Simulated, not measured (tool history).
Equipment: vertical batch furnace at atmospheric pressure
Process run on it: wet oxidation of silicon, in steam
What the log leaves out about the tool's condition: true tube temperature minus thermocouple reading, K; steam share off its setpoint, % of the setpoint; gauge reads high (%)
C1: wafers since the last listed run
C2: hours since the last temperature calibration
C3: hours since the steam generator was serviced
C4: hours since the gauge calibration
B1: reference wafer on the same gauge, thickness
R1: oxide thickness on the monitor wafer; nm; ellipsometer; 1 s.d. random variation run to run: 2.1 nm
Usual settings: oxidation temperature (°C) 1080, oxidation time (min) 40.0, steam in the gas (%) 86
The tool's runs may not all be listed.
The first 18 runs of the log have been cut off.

run 19 day=49.054 | oxidation_temperature_(°C)=1080 oxidation_time_(min)=40.0 steam_in_the_gas_(%)=95 | C1=543 C2=1627.5 C3=3393.1 C4=948.9 | B1=382.93 | R1=499.06
run 20 day=50.517 | oxidation_temperature_(°C)=1104 oxidation_time_(min)=52.0 steam_in_the_gas_(%)=82 | C1=578 C2=1662.6 C3=3428.2 C4=984.0 | B1=383.09 | R1=585.23
-- day=52.012 steam generator serviced
run 21 day=53.350 | oxidation_temperature_(°C)=1080 oxidation_time_(min)=40.0 steam_in_the_gas_(%)=86 | C1=724 C2=1730.6 C3=32.1 C4=1052.0 | B1=383.74 | R1=468.92
run 22 day=56.046 | oxidation_temperature_(°C)=1066 oxidation_time_(min)=45.0 steam_in_the_gas_(%)=94 | C1=1065 C2=1795.3 C3=96.8 C4=1116.7 | B1=383.51 | R1=495.07
run 23 day=58.200 | oxidation_temperature_(°C)=1087 oxidation_time_(min)=34.5 steam_in_the_gas_(%)=97 | C1=851 C2=1847.0 C3=148.5 C4=1168.4 | B1=382.46 | R1=479.53
run 24 day=59.721 | oxidation_temperature_(°C)=1069 oxidation_time_(min)=40.0 steam_in_the_gas_(%)=86 | C1=601 C2=1883.5 C3=185.0 C4=1204.9 | B1=382.60 | R1=441.72
run 25 day=61.296 | oxidation_temperature_(°C)=1080 oxidation_time_(min)=40.0 steam_in_the_gas_(%)=86 | C1=622 C2=1921.3 C3=222.8 C4=1242.7 | B1=383.02 | R1=471.69
run 26 day=62.421 | oxidation_temperature_(°C)=1058 oxidation_time_(min)=40.0 steam_in_the_gas_(%)=86 | C1=444 C2=1948.3 C3=249.8 C4=1269.7 | B1=383.23 | R1=423.40
-- day=64.692 gauge calibrated
run 27 day=64.725 | oxidation_temperature_(°C)=1080 oxidation_time_(min)=40.0 steam_in_the_gas_(%)=79 | C1=910 C2=2003.6 C3=305.1 C4=0.8 | B1=383.21 | R1=447.76
run 28 day=67.617 | oxidation_temperature_(°C)=1080 oxidation_time_(min)=48.0 steam_in_the_gas_(%)=86 | C1=1143 C2=2073.0 C3=374.5 C4=70.2 | B1=383.41 | R1=522.72
-- day=70.558 thermocouples replaced and temperature profile calibrated
run 29 day=70.579 | oxidation_temperature_(°C)=1080 oxidation_time_(min)=23.0 steam_in_the_gas_(%)=83 | C1=775 C2=0.5 C3=445.6 C4=141.3 | B1=383.80 | R1=324.12
run 30 day=71.217 | oxidation_temperature_(°C)=1088 oxidation_time_(min)=27.0 steam_in_the_gas_(%)=76 | C1=251 C2=15.8 C3=460.9 C4=156.6 | B1=382.98 | R1=354.82
run 31 day=73.312 | oxidation_temperature_(°C)=1102 oxidation_time_(min)=47.5 steam_in_the_gas_(%)=86 | C1=828 C2=66.1 C3=511.2 C4=206.9 | B1=382.65 | R1=558.05
run 32 day=75.000 | oxidation_temperature_(°C)=1080 oxidation_time_(min)=57.5 steam_in_the_gas_(%)=81 | C1=667 C2=106.6 C3=551.7 C4=247.4 | B1=383.31 | R1=549.45
run 33 day=83.008 | oxidation_temperature_(°C)=1080 oxidation_time_(min)=32.5 steam_in_the_gas_(%)=86 | C1=3165 C2=298.8 C3=743.9 C4=439.6 | B1=382.39 | R1=409.62
run 34 day=84.338 | oxidation_temperature_(°C)=1087 oxidation_time_(min)=40.0 steam_in_the_gas_(%)=93 | C1=525 C2=330.7 C3=775.8 C4=471.5 | B1=383.10 | R1=499.43
run 35 day=85.771 | oxidation_temperature_(°C)=1087 oxidation_time_(min)=34.5 steam_in_the_gas_(%)=97 | C1=566 C2=365.1 C3=810.2 C4=505.9 | B1=383.71 | R1=472.21
run 36 day=87.983 | oxidation_temperature_(°C)=1066 oxidation_time_(min)=60.0 steam_in_the_gas_(%)=92 | C1=874 C2=418.2 C3=863.3 C4=559.0 | B1=382.83 | R1=575.91
run 37 day=89.400 | oxidation_temperature_(°C)=1101 oxidation_time_(min)=34.0 steam_in_the_gas_(%)=86 | C1=559 C2=452.2 C3=897.3 C4=593.0 | B1=382.70 | R1=462.95

The next listed run, before its measurement:
run 38 day=90.971 | oxidation_temperature_(°C)=1093 oxidation_time_(min)=30.5 steam_in_the_gas_(%)=86 | C1=620 C2=489.9 C3=935.0 C4=630.7 | B1=? | R1=?

{"run 38": {"B1": 383.07, "R1": 418.75}}
On a tool with no hidden condition, and with the same random variation, this run would have come out at R1 416.40 nm.
